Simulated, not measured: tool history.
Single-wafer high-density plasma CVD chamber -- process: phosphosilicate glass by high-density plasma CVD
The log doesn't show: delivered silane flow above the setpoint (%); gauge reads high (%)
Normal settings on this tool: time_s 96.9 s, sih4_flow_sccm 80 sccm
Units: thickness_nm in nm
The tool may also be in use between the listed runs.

run,hour,time_s,sih4_flow_sccm,wafers since the last listed run,hours since the silane flow controller was replaced,hours since the gauge calibration,"read-back reference wafer on the same gauge, thickness_nm",thickness_nm
1,0.0,96.9,80,0,2549.1,72.6,750.187,747.530
2,15.0,96.9,75,147,2564.1,87.6,749.438,698.950
3,29.5,96.9,75,142,2578.6,102.1,750.284,698.217
4,42.1,96.9,80,123,2591.2,114.7,749.976,746.221
5,58.2,96.9,80,158,2607.3,130.8,750.084,747.496
6,78.2,96.9,80,196,2627.3,150.8,750.249,747.644
7,86.9,85.7,80,85,2636.0,159.5,749.604,659.686
8,93.5,85.7,80,64,2642.6,166.1,750.399,659.156
9,106.3,85.7,80,125,2655.4,178.9,749.937,660.359
10,122.9,96.9,80,163,2672.0,195.5,749.851,746.318
11,137.7,96.9,80,145,2686.8,210.3,749.644,746.385
12,150.7,96.9,80,127,2699.8,223.3,750.185,741.943
13,166.8,96.9,80,158,2715.9,239.4,750.151,746.305
14,174.8,96.9,80,78,2723.9,247.4,749.682,744.251
15,192.4,85.7,80,173,2741.5,265.0,749.305,658.609
# hour 208.0: gauge calibrated
16,210.1,105.5,71,174,2759.2,2.1,749.945,718.768
# hour 229.9: silane flow controller replaced
17,230.4,81.7,80,120,0.5,22.4,750.018,651.008
18,233.0,96.9,80,25,3.1,25.0,750.178,772.922
19,246.7,106.3,68,134,16.8,38.7,750.118,721.908
20,258.7,84.1,95,118,28.8,50.7,749.909,797.139
21,276.1,80.8,71,171,46.2,68.1,750.079,572.829
22,289.2,106.4,80,128,59.3,81.2,749.999,849.506
23,306.8,111.8,91,173,76.9,98.8,750.368,1014.334
24,324.4,106.7,80,173,94.5,116.4,749.832,849.441
25,342.3,109.8,87,176,112.4,134.3,750.246,949.712
26,354.9,109.8,87,123,125.0,146.9,750.249,951.400

Below are 4 alternative next runs, each starting from the tool's condition after run 26. Predict each:
A,355.3,96.9,90,3,125.4,147.3,?,?
B,355.3,89.0,69,3,125.4,147.3,?,?
C,355.3,90.7,80,3,125.4,147.3,?,?
D,355.3,87.7,75,3,125.4,147.3,?,?

run,"read-back reference wafer on the same gauge, thickness_nm",thickness_nm
A,749.882,868.347
B,749.882,611.457
C,749.882,722.477
D,749.882,654.919
Stripped of hidden state, with their random variation kept, the same runs would have yielded:
run,thickness_nm
A,874.590
B,615.853
C,727.671
D,659.628

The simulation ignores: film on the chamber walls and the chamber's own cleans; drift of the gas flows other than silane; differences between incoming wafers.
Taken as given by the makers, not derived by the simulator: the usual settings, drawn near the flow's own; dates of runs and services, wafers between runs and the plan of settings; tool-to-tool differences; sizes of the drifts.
